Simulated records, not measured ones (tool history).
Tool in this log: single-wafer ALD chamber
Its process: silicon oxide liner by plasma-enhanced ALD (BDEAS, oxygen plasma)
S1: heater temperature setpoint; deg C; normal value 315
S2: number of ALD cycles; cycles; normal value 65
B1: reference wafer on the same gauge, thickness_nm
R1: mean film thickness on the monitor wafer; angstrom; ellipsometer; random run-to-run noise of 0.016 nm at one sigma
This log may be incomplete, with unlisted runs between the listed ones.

run	day	S1	S2	B1	R1
1	0	322	65	6.382	62.62
2	5	322	65	6.382	62.67
3	8.483	315	65	6.379	63.48
4	10.408	315	65	6.382	63.07
5	12.596	315	65	6.38	63.16
6	16.4	308	65	6.381	63.47
7	20.329	308	65	6.38	63.84
8	22.342	308	65	6.379	63.81
9	26.142	315	59	6.38	57.25
10	29.683	315	65	6.38	62.97
11	32.904	315	65	6.378	62.87
12	35.262	315	65	6.377	63.47
13	44.4	310	65	6.384	63.66
14	46.696	315	65	6.384	63.41
15	50.8	315	57	6.379	55.7
16	53.183	326	71	6.38	68.13
17	55.862	315	65	6.378	63.19
18	57.542	315	62	6.376	60.4
# day 58.025: gauge calibrated
19	60.762	315	57	6.379	55.31
20	62.388	315	61	6.38	59.21
# day 64.55: thermocouple changed; heater temperature recalibrated
21	65.521	308	58	6.381	56.68
22	69.733	324	60	6.378	57.51
23	73.317	315	65	6.38	63.19
24	77.175	309	61	6.375	59.88
25	79.017	320	65	6.381	62.96
26	80.8	306	61	6.384	60.17
27	84.767	304	53	6.38	52.32
28	86.621	308	65	6.382	63.64
29	88.729	315	65	6.38	63.32
30	92.042	321	75	6.383	72.62
31	93.812	315	52	6.382	50.25
32	97.025	324	65	6.38	62.69
33	98.792	325	74	6.38	71.19
34	100.367	323	65	6.377	62.34
35	101.888	323	77	6.383	74.06
36	105.204	301	65	6.379	64.08

For each run, what was the tool's unlogged condition?
wafer temperature above the value expected at the setpoint (K): 0, the same for each run
gauge reads high (%): 0, the same for each run
